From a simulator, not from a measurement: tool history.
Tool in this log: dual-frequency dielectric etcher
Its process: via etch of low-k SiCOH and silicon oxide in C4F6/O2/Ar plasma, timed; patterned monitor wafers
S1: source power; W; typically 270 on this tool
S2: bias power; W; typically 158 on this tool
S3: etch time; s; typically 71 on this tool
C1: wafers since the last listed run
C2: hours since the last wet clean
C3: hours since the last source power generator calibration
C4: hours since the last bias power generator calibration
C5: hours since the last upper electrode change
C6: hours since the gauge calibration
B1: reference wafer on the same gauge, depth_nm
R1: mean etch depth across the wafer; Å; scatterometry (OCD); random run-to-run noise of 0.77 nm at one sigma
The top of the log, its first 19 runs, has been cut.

Run 20, hour 880.9: usual settings but S1 210 W; C1 258; C2 183.7; C3 561; C4 471.3; C5 797.9; C6 268.4; B1 109.9. Result: R1 1318 Å.
Run 21, hour 905.8: usual settings but S1 330 W, S2 147 W, S3 81 s; C1 237; C2 208.6; C3 585.9; C4 496.2; C5 822.8; C6 293.3; B1 110.1. Result: R1 1660 Å.
Run 22, hour 960.2: usual settings; C1 518; C2 263; C3 640.3; C4 550.6; C5 877.2; C6 347.7; B1 110. Result: R1 1419 Å.
Run 23, hour 1011.5: usual settings but S1 320 W, S2 182 W; C1 489; C2 314.3; C3 691.6; C4 601.9; C5 928.5; C6 399; B1 110.2. Result: R1 1556 Å.
Run 24, hour 1075.8: usual settings but S2 129 W; C1 613; C2 378.6; C3 755.9; C4 666.2; C5 992.8; C6 463.3; B1 109.8. Result: R1 1327 Å.
Run 25, hour 1108.5: usual settings; C1 311; C2 411.3; C3 788.6; C4 698.9; C5 1025.5; C6 496; B1 110.1. Result: R1 1429 Å.
Run 26, hour 1145.1: usual settings; C1 349; C2 447.9; C3 825.2; C4 735.5; C5 1062.1; C6 532.6; B1 110.1. Result: R1 1435 Å.
Run 27, hour 1176.9: usual settings but S1 290 W, S2 137 W, S3 61 s; C1 303; C2 479.7; C3 857; C4 767.3; C5 1093.9; C6 564.4; B1 110. Result: R1 1202 Å.
Run 28, hour 1237.2: usual settings but S1 200 W, S2 194 W, S3 92 s; C1 575; C2 540; C3 917.3; C4 827.6; C5 1154.2; C6 624.7; B1 110. Result: R1 1865 Å.
Run 29, hour 1306.7: usual settings but S2 182 W, S3 80 s; C1 662; C2 609.5; C3 986.8; C4 897.1; C5 1223.7; C6 694.2; B1 110.1. Result: R1 1715 Å.
At hour 1330.7: wet clean of the chamber.
Run 30, hour 1366: usual settings but S1 230 W, S2 140 W, S3 92 s; C1 336; C2 35.3; C3 1046.1; C4 956.4; C5 1283; C6 753.5; B1 110.1. Result: R1 1652 Å.
Run 31, hour 1418.4: usual settings; C1 499; C2 87.7; C3 1098.5; C4 1008.8; C5 1335.4; C6 805.9; B1 110. Result: R1 1376 Å.

Alternative continuations, all from the tool just after run 31; predict every row:
Run A, hour 1418.8: usual settings but S2 143 W; C1 3; C2 88.1; C3 1098.9; C4 1009.2; C5 1335.8; C6 806.3; B1 ?. Result: R1 ?.
Run B, hour 1418.8: usual settings but S1 240 W, S2 133 W; C1 3; C2 88.1; C3 1098.9; C4 1009.2; C5 1335.8; C6 806.3; B1 ?. Result: R1 ?.
Run C, hour 1418.8: usual settings but S1 200 W, S2 175 W, S3 57 s; C1 3; C2 88.1; C3 1098.9; C4 1009.2; C5 1335.8; C6 806.3; B1 ?. Result: R1 ?.

run     B1    R1
  A  109.9  1345
  B  109.9  1271
  C  109.9  1072
Take away the tool's hidden state, keep each run's random variation, and the runs would have read:
run    R1
  A  1326
  B  1254
  C  1058

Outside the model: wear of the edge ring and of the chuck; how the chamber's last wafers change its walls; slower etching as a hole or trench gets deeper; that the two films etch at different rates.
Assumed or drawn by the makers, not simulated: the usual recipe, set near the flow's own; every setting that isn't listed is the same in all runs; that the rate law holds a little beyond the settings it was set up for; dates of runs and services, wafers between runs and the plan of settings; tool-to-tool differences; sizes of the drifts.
